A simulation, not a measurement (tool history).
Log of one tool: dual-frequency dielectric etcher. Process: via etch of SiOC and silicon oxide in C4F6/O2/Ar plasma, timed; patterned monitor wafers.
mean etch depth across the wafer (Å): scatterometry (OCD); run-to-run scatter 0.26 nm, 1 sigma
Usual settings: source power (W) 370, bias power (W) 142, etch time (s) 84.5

run,hour,source power (W),bias power (W),etch time (s),"read-back reference wafer on the same gauge, depth_nm",mean etch depth across the wafer (Å)
1,0.0,370,142,84.5,100.1,853
2,66.7,370,122,84.5,100.1,830
# hour 102.9: wet clean of the chamber
3,114.3,370,122,84.5,100.0,826
4,151.8,370,122,84.5,100.1,830
5,205.6,370,142,84.5,100.1,855
6,229.7,370,142,84.5,100.1,853
7,277.8,370,142,84.5,100.1,854
# hour 358.7: upper electrode replaced
8,359.2,370,142,84.5,100.2,850
9,384.9,370,142,84.5,100.0,853
10,434.7,300,142,84.5,100.1,755
11,486.3,290,142,84.5,100.1,736
# hour 516.5: wet clean of the chamber
12,519.5,320,130,84.5,100.1,773
# hour 530.0: bias power generator calibrated
# hour 584.1: source power generator calibrated
13,588.1,370,142,84.5,100.1,859
14,619.1,370,124,61.0,100.1,598
# hour 648.8: gauge calibrated
15,653.1,400,142,108.5,100.1,1146
16,722.4,370,142,84.5,100.1,857
17,755.5,450,162,84.5,100.1,975
# hour 845.4: wet clean of the chamber
18,947.6,370,142,84.5,100.1,852
19,980.0,330,142,84.5,100.1,802
20,1042.6,430,160,104.0,100.1,1170

Hidden state, per run?
etch rate over this chamber's usual, %: 0 across all the runs
source power that arrives over what is set, %: 0 across all the runs
bias power that arrives over what is set, %: 0 across all the runs
gauge reads high (%): 0 across all the runs
